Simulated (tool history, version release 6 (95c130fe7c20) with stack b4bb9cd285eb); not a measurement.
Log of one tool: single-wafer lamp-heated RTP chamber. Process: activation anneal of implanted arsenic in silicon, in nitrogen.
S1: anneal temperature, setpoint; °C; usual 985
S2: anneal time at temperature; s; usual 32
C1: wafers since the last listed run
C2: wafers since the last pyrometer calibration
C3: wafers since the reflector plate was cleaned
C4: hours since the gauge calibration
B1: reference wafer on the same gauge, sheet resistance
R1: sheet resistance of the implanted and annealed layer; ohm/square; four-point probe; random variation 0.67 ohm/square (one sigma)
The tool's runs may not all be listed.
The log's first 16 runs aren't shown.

{"run": 17, "day": 48.304, "S1": 985, "S2": 32, "C1": 849, "C2": 5923, "C3": 6088, "C4": 1922.1, "B1": 439.67, "R1": 441.31}
{"day": 49.112, "done": "pyrometer window cleaned and pyrometer calibrated"}
{"run": 18, "day": 51.021, "S1": 985, "S2": 32, "C1": 695, "C2": 557, "C3": 6784, "C4": 1987.3, "B1": 439.81, "R1": 441.88}
{"run": 19, "day": 52.867, "S1": 1006, "S2": 39, "C1": 538, "C2": 1096, "C3": 7323, "C4": 2031.6, "B1": 439.91, "R1": 437.8}
{"run": 20, "day": 54.638, "S1": 985, "S2": 32, "C1": 517, "C2": 1613, "C3": 7840, "C4": 2074.1, "B1": 439.94, "R1": 441.76}
{"run": 21, "day": 57.171, "S1": 985, "S2": 32, "C1": 739, "C2": 2352, "C3": 8580, "C4": 2134.9, "B1": 439.67, "R1": 440.8}
{"run": 22, "day": 59.433, "S1": 985, "S2": 22, "C1": 660, "C2": 3013, "C3": 9240, "C4": 2189.2, "B1": 439.65, "R1": 442.34}
{"run": 23, "day": 61.742, "S1": 993, "S2": 43, "C1": 674, "C2": 3687, "C3": 9914, "C4": 2244.6, "B1": 439.76, "R1": 439.37}
{"run": 24, "day": 64.446, "S1": 1014, "S2": 21, "C1": 789, "C2": 4477, "C3": 10704, "C4": 2309.5, "B1": 439.63, "R1": 439.93}
{"run": 25, "day": 66.521, "S1": 955, "S2": 20, "C1": 605, "C2": 5082, "C3": 11310, "C4": 2359.3, "B1": 439.72, "R1": 444.89}
{"day": 68.062, "done": "pyrometer window cleaned and pyrometer calibrated"}
{"run": 26, "day": 68.088, "S1": 1010, "S2": 19, "C1": 360, "C2": 7, "C3": 11670, "C4": 2396.9, "B1": 439.79, "R1": 441.88}
{"run": 27, "day": 69.504, "S1": 959, "S2": 26, "C1": 413, "C2": 420, "C3": 12083, "C4": 2430.9, "B1": 439.62, "R1": 444.04}
{"day": 72.096, "done": "reflector plate cleaned"}
{"day": 72.796, "done": "gauge calibrated"}
{"run": 28, "day": 75.592, "S1": 985, "S2": 32, "C1": 1680, "C2": 2100, "C3": 1020, "C4": 67.1, "B1": 443.17, "R1": 444.78}
{"run": 29, "day": 76.812, "S1": 964, "S2": 13, "C1": 356, "C2": 2457, "C3": 1376, "C4": 96.4, "B1": 443.07, "R1": 447.98}
{"run": 30, "day": 78.096, "S1": 958, "S2": 32, "C1": 374, "C2": 2832, "C3": 1751, "C4": 127.2, "B1": 442.91, "R1": 447.22}
{"run": 31, "day": 79.204, "S1": 973, "S2": 32, "C1": 323, "C2": 3155, "C3": 2075, "C4": 153.8, "B1": 442.67, "R1": 445.79}
{"run": 32, "day": 82.171, "S1": 985, "S2": 32, "C1": 866, "C2": 4022, "C3": 2941, "C4": 225.0, "B1": 442.72, "R1": 444.85}
{"run": 33, "day": 84.646, "S1": 985, "S2": 32, "C1": 722, "C2": 4744, "C3": 3664, "C4": 284.4, "B1": 442.49, "R1": 443.54}
{"day": 87.604, "done": "pyrometer window cleaned and pyrometer calibrated"}
{"run": 34, "day": 87.625, "S1": 966, "S2": 24, "C1": 772, "C2": 6, "C3": 4436, "C4": 355.9, "B1": 442.25, "R1": 445.08}
{"run": 35, "day": 91.35, "S1": 962, "S2": 17, "C1": 1087, "C2": 1093, "C3": 5524, "C4": 445.3, "B1": 442.14, "R1": 447.26}
{"run": 36, "day": 92.662, "S1": 985, "S2": 32, "C1": 383, "C2": 1477, "C3": 5907, "C4": 476.8, "B1": 441.76, "R1": 443.07}
{"run": 37, "day": 97.125, "S1": 998, "S2": 42, "C1": 1303, "C2": 2780, "C3": 7210, "C4": 583.9, "B1": 441.68, "R1": 439.87}

3 ways to go on from here, each from the tool as it stands after run 37. What would each give?
{"run": "A", "day": 97.142, "S1": 985, "S2": 49, "C1": 4, "C2": 2784, "C3": 7215, "C4": 584.3, "B1": "?", "R1": "?"}
{"run": "B", "day": 97.142, "S1": 985, "S2": 13, "C1": 4, "C2": 2784, "C3": 7215, "C4": 584.3, "B1": "?", "R1": "?"}
{"run": "C", "day": 97.142, "S1": 968, "S2": 22, "C1": 4, "C2": 2784, "C3": 7215, "C4": 584.3, "B1": "?", "R1": "?"}

run=A B1=441.82 R1=441.02
run=B B1=441.82 R1=446.31
run=C B1=441.82 R1=445.73
Without the tool's hidden state the same runs would have given:
run=A R1=442.31
run=B R1=447.61
run=C R1=447.03
